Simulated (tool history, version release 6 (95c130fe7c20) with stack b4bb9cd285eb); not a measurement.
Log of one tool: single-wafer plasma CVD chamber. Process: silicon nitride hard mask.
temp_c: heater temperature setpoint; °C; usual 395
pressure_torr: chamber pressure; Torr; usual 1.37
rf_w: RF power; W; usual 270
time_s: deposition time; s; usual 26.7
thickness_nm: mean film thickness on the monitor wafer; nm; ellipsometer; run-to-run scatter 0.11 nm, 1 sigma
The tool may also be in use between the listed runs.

run	day	temp_c	pressure_torr	rf_w	time_s	read-back reference wafer on the same gauge, thickness_nm	thickness_nm
1	0	395	1.37	270	26.7	24.743	24.677
# day 0.904: gauge calibrated
2	2.212	395	1.37	270	26.7	24.735	24.814
3	4.8	395	1.37	270	26.7	24.712	24.772
# day 6.579: showerhead replaced, of another model than before
4	7.117	395	1.37	270	24.3	24.701	22.43
# day 9.338: RF generator calibrated
5	9.379	395	1.37	270	24.3	24.656	22.377
6	11.883	395	1.37	270	26.7	24.664	24.441
7	13.504	387	1.37	270	26.7	24.664	24.213
8	14.942	395	1.37	270	26.7	24.731	24.288
9	16.762	395	1.37	270	26.7	24.696	24.046
# day 17.2: capacitance manometer re-zeroed and calibrated
# day 18.292: thermocouple changed; heater temperature recalibrated
10	18.312	395	1.37	270	26.7	24.679	24.573
11	21.117	395	1.37	270	26.7	24.675	24.915
12	22.442	395	1.37	270	26.7	24.72	24.929
13	24.188	395	1.23	270	31.7	24.736	27.938
14	26.65	402	1.37	270	31.9	24.669	29.289
15	28.267	395	1.37	270	26.7	24.75	24.703
16	29.642	395	1.37	270	26.7	24.687	24.933
17	31.375	388	1.37	315	23.4	24.644	24.021
18	33.5	395	1.17	220	26.7	24.741	19.883
19	36.338	401	1.37	270	26.7	24.735	24.754
20	37.783	383	1.37	250	23.8	24.731	21.104
21	39.883	395	1.37	270	26.7	24.693	24.672
22	40.904	405	1.61	300	25.1	24.721	26.206
23	42.275	395	1.61	245	26.7	24.724	24.8
24	44.017	395	1.37	270	26.7	24.709	24.6
25	46.492	402	1.37	225	30.7	24.732	24.699
26	48.412	395	1.37	270	28.4	24.702	25.964
27	49.617	404	1.37	285	25	24.66	23.634
28	51.975	395	1.37	270	29.3	24.694	26.571

Below are 5 alternative next runs, each starting from the tool's condition after run 28. Predict each:
A	51.992	395	1.37	270	22.5	?	?
B	51.992	387	1.46	235	28.9	?	?
C	51.992	395	1.16	240	26.7	?	?
D	51.992	395	1.37	270	25.1	?	?
E	51.992	385	1.17	245	21.5	?	?

run	read-back reference wafer on the same gauge, thickness_nm	thickness_nm
A	24.667	20.546
B	24.667	24.918
C	24.667	20.672
D	24.667	22.914
E	24.667	17.043
Take away the tool's hidden state, keep each run's random variation, and the runs would have read:
run	thickness_nm
A	21.027
B	25.476
C	21.197
D	23.45
E	17.476
